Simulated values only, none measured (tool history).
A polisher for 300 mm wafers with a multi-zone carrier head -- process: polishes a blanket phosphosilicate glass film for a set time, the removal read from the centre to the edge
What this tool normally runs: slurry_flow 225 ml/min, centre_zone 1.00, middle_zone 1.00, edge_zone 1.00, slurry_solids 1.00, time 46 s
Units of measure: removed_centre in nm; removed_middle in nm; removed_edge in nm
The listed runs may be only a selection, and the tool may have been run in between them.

run,hour,slurry_flow,centre_zone,middle_zone,edge_zone,slurry_solids,time,"incoming thickness of the incoming film, nm",removed_centre,removed_middle,removed_edge
1,0.0,225,1.00,1.00,1.00,1.00,46,2219.3,407.1,402.9,403.9
2,7.8,225,1.00,1.00,1.00,1.00,46,2190.7,405.4,398.1,398.5
3,22.4,300,1.00,0.93,1.00,1.00,46,2224.5,416.1,394.3,419.2
# hour 62.7: centre zone pressure recalibrated
4,70.7,165,1.00,0.93,1.00,1.20,46,2180.1,412.6,386.4,420.3
# hour 75.4: worn pad replaced by a new one
# hour 80.0: carrier head's membrane replaced by a new one
5,80.3,180,1.00,0.93,0.89,1.20,46,2181.4,417.7,391.5,391.9
6,91.6,190,1.06,1.00,1.00,1.25,41,2199.5,393.3,374.7,385.4
7,99.5,225,1.00,0.89,1.00,1.00,46,2219.7,402.4,362.6,399.4
8,110.5,200,1.00,1.00,1.00,0.85,46,2266.7,361.3,363.7,364.2
9,120.1,225,1.00,1.00,1.00,0.70,46,2178.7,334.9,332.5,343.9
10,132.8,225,1.00,0.96,1.09,1.00,46,2252.6,402.8,386.0,416.0
# hour 140.4: slurry nozzle cleaned
11,141.1,225,1.00,1.00,1.00,1.00,46,2174.4,403.3,393.9,392.7
# hour 153.8: worn pad replaced by a new one
12,156.7,225,1.09,1.00,1.00,1.00,54,2254.1,495.6,477.1,463.1
13,164.9,225,1.00,1.00,0.94,0.90,46,2226.9,383.6,374.4,375.0
14,180.5,225,1.00,1.00,1.00,1.00,46,2237.4,397.3,391.2,397.5
15,194.8,295,1.00,1.00,1.00,1.00,61,2229.1,554.6,549.0,538.5
16,206.6,225,0.94,1.00,1.00,0.90,46,2253.8,370.1,386.3,385.9
17,216.0,225,1.00,1.00,1.00,1.00,46,2207.0,401.6,403.4,387.6
18,230.6,275,1.10,0.93,1.00,1.00,40,2204.8,378.6,334.1,353.8
# hour 239.8: worn pad replaced by a new one
19,240.3,225,1.00,1.00,1.00,1.00,46,2239.8,400.8,392.7,403.4
20,252.1,225,1.00,1.10,0.92,1.00,46,2234.8,405.7,440.9,386.1

Forecast each of these 5 alternatives for the next run:
A,252.5,225,1.00,1.00,1.04,1.00,46,2198.4,?,?,?
B,252.5,225,1.00,1.00,1.00,0.85,40,2198.4,?,?,?
C,252.5,275,1.00,0.94,1.00,1.00,46,2198.4,?,?,?
D,252.5,225,1.00,1.00,1.06,1.00,46,2198.4,?,?,?
E,252.5,205,1.00,1.00,1.00,1.00,46,2198.4,?,?,?

run,removed_centre,removed_middle,removed_edge
A,401.6,399.8,414.8
B,323.6,322.2,328.0
C,412.9,389.3,415.2
D,401.6,399.8,418.7
E,395.4,394.3,402.7
Without the tool's hidden state the same runs would have given:
run,removed_centre,removed_middle,removed_edge
A,401.6,399.8,414.8
B,323.6,322.2,328.0
C,412.9,389.3,415.2
D,401.6,399.8,418.7
E,395.4,394.3,402.7
